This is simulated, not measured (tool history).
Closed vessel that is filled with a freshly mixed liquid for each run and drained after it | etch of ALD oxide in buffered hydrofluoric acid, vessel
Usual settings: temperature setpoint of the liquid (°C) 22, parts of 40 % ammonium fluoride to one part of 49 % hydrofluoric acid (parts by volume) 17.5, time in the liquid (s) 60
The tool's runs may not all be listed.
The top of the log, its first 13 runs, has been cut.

| run | hour | temperature setpoint of the liquid (°C) | parts of 40 % ammonium fluoride to one part of 49 % hydrofluoric acid (parts by volume) | time in the liquid (s) | wafers since the last listed run | hours since the thermometer was replaced | hours since the hydrofluoric acid flow meter was replaced | hours since the gauge calibration | read-back film thickness of the ALD oxide reference wafer, read on the same gauge (nm) | thickness taken off the ALD oxide on a monitor wafer (angstrom) |
|---|---|---|---|---|---|---|---|---|---|---|
| 14 | 368.3 | 22 | 20.5 | 60 | 2461 | 2398.5 | 201.8 | 303 | 89.97 | 886.1 |
| 15 | 382.1 | 20 | 19 | 60 | 1348 | 2412.3 | 215.6 | 316.8 | 90.01 | 834.9 |
| 16 | 406.5 | 20 | 19 | 60 | 2383 | 2436.7 | 240 | 341.2 | 89.99 | 841.6 |
| 17 | 431.1 | 19 | 21 | 60 | 2403 | 2461.3 | 264.6 | 365.8 | 89.97 | 728.6 |
| 18 | 466.5 | 22 | 22 | 45 | 3458 | 2496.7 | 300 | 401.2 | 89.96 | 627.5 |
| 19 | 523.1 | 17.5 | 12 | 85 | 5528 | 2553.3 | 356.6 | 457.8 | 90 | 1609.5 |
| 20 | 558.6 | 17.5 | 12 | 85 | 3467 | 2588.8 | 392.1 | 493.3 | 89.97 | 1602 |
|  | 575.4 | thermometer replaced |
| 21 | 590.3 | 22 | 10.5 | 60 | 2998 | 14.9 | 423.8 | 525 | 89.99 | 1649.3 |
|  | 617.9 | gauge calibrated |
| 22 | 625.2 | 19.5 | 20.5 | 45 | 3409 | 49.8 | 458.7 | 7.3 | 90 | 568.9 |
| 23 | 645.5 | 22 | 17.5 | 60 | 1983 | 70.1 | 479 | 27.6 | 89.98 | 997.5 |
| 24 | 665.5 | 22 | 17.5 | 80 | 1953 | 90.1 | 499 | 47.6 | 90.01 | 1331.3 |
|  | 668.3 | hydrofluoric acid flow meter replaced |
| 25 | 696.3 | 22 | 17.5 | 60 | 2911 | 120.9 | 28 | 78.4 | 90.01 | 1030.5 |
| 26 | 730.6 | 22 | 13.5 | 60 | 3350 | 155.2 | 62.3 | 112.7 | 90.02 | 1325.3 |
| 27 | 760.2 | 22 | 17.5 | 60 | 2891 | 184.8 | 91.9 | 142.3 | 90.02 | 1021.4 |
| 28 | 781 | 22 | 10.5 | 60 | 2031 | 205.6 | 112.7 | 163.1 | 89.99 | 1681.1 |
| 29 | 814.2 | 26.5 | 14.5 | 35 | 3243 | 238.8 | 145.9 | 196.3 | 90 | 919.2 |
| 30 | 839.4 | 22 | 17.5 | 60 | 2461 | 264 | 171.1 | 221.5 | 90 | 1026.3 |
| 31 | 870.1 | 18.5 | 17.5 | 60 | 2998 | 294.7 | 201.8 | 252.2 | 90.02 | 837 |
| 32 | 892.2 | 22 | 17.5 | 60 | 2158 | 316.8 | 223.9 | 274.3 | 89.99 | 1012.1 |
| 33 | 909 | 26.5 | 12.5 | 40 | 1641 | 333.6 | 240.7 | 291.1 | 89.97 | 1208.7 |

Consider 5 possible next runs. They are alternatives, not a sequence: every one starts from the tool as it was left by run 33. What does each give?
| A | 909.7 | 22 | 17.5 | 60 | 68 | 334.3 | 241.4 | 291.8 | ? | ? |
| B | 909.7 | 23.5 | 14.5 | 45 | 68 | 334.3 | 241.4 | 291.8 | ? | ? |
| C | 909.7 | 19 | 24 | 60 | 68 | 334.3 | 241.4 | 291.8 | ? | ? |
| D | 909.7 | 19.5 | 20 | 60 | 68 | 334.3 | 241.4 | 291.8 | ? | ? |
| E | 909.7 | 25.5 | 23 | 30 | 68 | 334.3 | 241.4 | 291.8 | ? | ? |

| run | read-back film thickness of the ALD oxide reference wafer, read on the same gauge (nm) | thickness taken off the ALD oxide on a monitor wafer (angstrom) |
|---|---|---|
| A | 89.97 | 1013.4 |
| B | 89.97 | 993.5 |
| C | 89.97 | 665.8 |
| D | 89.97 | 776.7 |
| E | 89.97 | 491.6 |
Had the tool no hidden state, the same runs would have come out as:
| run | thickness taken off the ALD oxide on a monitor wafer (angstrom) |
|---|---|
| A | 1032.2 |
| B | 1011.8 |
| C | 674.4 |
| D | 786.8 |
| E | 497.9 |
